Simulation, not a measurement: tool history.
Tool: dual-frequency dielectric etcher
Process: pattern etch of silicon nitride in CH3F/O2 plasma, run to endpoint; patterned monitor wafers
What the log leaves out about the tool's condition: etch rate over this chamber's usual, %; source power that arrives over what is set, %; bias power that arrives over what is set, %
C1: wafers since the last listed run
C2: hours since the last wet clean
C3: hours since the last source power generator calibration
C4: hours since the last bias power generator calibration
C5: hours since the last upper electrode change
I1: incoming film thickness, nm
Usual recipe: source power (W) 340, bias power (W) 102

{"run": 1, "day": 0.0, "source power (W)": 340, "bias power (W)": 102, "C1": 0, "C2": 517.7, "C3": 1937.5, "C4": 2789.0, "C5": 5150.8, "I1": 104.6, "endpoint time (s)": 102.0}
{"run": 2, "day": 2.104, "source power (W)": 340, "bias power (W)": 102, "C1": 339, "C2": 568.2, "C3": 1988.0, "C4": 2839.5, "C5": 5201.3, "I1": 104.2, "endpoint time (s)": 101.4}
{"day": 4.054, "done": "wet clean of the chamber"}
{"run": 3, "day": 4.588, "source power (W)": 340, "bias power (W)": 102, "C1": 239, "C2": 12.8, "C3": 2047.6, "C4": 2899.1, "C5": 5260.9, "I1": 103.8, "endpoint time (s)": 102.1}
{"run": 4, "day": 5.733, "source power (W)": 340, "bias power (W)": 102, "C1": 185, "C2": 40.3, "C3": 2075.1, "C4": 2926.6, "C5": 5288.4, "I1": 104.2, "endpoint time (s)": 103.6}
{"run": 5, "day": 6.9, "source power (W)": 320, "bias power (W)": 102, "C1": 188, "C2": 68.3, "C3": 2103.1, "C4": 2954.6, "C5": 5316.4, "I1": 103.9, "endpoint time (s)": 104.1}
{"run": 6, "day": 7.933, "source power (W)": 340, "bias power (W)": 102, "C1": 166, "C2": 93.1, "C3": 2127.9, "C4": 2979.4, "C5": 5341.2, "I1": 104.2, "endpoint time (s)": 103.0}
{"day": 10.496, "done": "upper electrode replaced"}
{"run": 7, "day": 10.912, "source power (W)": 340, "bias power (W)": 102, "C1": 319, "C2": 164.6, "C3": 2199.4, "C4": 3050.9, "C5": 10.0, "I1": 103.3, "endpoint time (s)": 101.6}
{"run": 8, "day": 13.692, "source power (W)": 340, "bias power (W)": 102, "C1": 448, "C2": 231.3, "C3": 2266.1, "C4": 3117.6, "C5": 76.7, "I1": 103.3, "endpoint time (s)": 101.5}
{"run": 9, "day": 14.925, "source power (W)": 280, "bias power (W)": 94, "C1": 199, "C2": 260.9, "C3": 2295.7, "C4": 3147.2, "C5": 106.3, "I1": 103.3, "endpoint time (s)": 110.1}
{"run": 10, "day": 17.15, "source power (W)": 280, "bias power (W)": 94, "C1": 359, "C2": 314.3, "C3": 2349.1, "C4": 3200.6, "C5": 159.7, "I1": 103.8, "endpoint time (s)": 110.1}
{"day": 18.375, "done": "source power generator calibrated"}
{"run": 11, "day": 19.975, "source power (W)": 320, "bias power (W)": 85, "C1": 429, "C2": 382.1, "C3": 38.4, "C4": 3268.4, "C5": 227.5, "I1": 104.5, "endpoint time (s)": 109.1}
{"run": 12, "day": 22.162, "source power (W)": 320, "bias power (W)": 85, "C1": 353, "C2": 434.6, "C3": 90.9, "C4": 3320.9, "C5": 280.0, "I1": 103.8, "endpoint time (s)": 108.6}
{"run": 13, "day": 23.7, "source power (W)": 340, "bias power (W)": 102, "C1": 248, "C2": 471.5, "C3": 127.8, "C4": 3357.8, "C5": 316.9, "I1": 105.1, "endpoint time (s)": 101.7}
{"day": 26.308, "done": "bias power generator calibrated"}
{"run": 14, "day": 26.329, "source power (W)": 290, "bias power (W)": 120, "C1": 397, "C2": 534.6, "C3": 190.9, "C4": 0.5, "C5": 380.0, "I1": 104.6, "endpoint time (s)": 99.4}
{"day": 29.45, "done": "wet clean of the chamber"}
{"run": 15, "day": 29.471, "source power (W)": 310, "bias power (W)": 112, "C1": 346, "C2": 0.5, "C3": 266.3, "C4": 75.9, "C5": 455.4, "I1": 102.5, "endpoint time (s)": 99.2}
{"run": 16, "day": 30.508, "source power (W)": 380, "bias power (W)": 82, "C1": 167, "C2": 25.4, "C3": 291.2, "C4": 100.8, "C5": 480.3, "I1": 103.1, "endpoint time (s)": 105.7}
{"run": 17, "day": 31.883, "source power (W)": 340, "bias power (W)": 102, "C1": 222, "C2": 58.4, "C3": 324.2, "C4": 133.8, "C5": 513.3, "I1": 103.8, "endpoint time (s)": 101.4}

Forecast run 18:
{"run": 18, "day": 33.492, "source power (W)": 380, "bias power (W)": 115, "C1": 259, "C2": 97.0, "C3": 362.8, "C4": 172.4, "C5": 551.9, "I1": 102.8, "endpoint time (s)": "?"}

Run 18 came out at endpoint time (s) 93.7.
The same run, on a tool lacking any hidden state, would have yielded endpoint time (s) 93.6.

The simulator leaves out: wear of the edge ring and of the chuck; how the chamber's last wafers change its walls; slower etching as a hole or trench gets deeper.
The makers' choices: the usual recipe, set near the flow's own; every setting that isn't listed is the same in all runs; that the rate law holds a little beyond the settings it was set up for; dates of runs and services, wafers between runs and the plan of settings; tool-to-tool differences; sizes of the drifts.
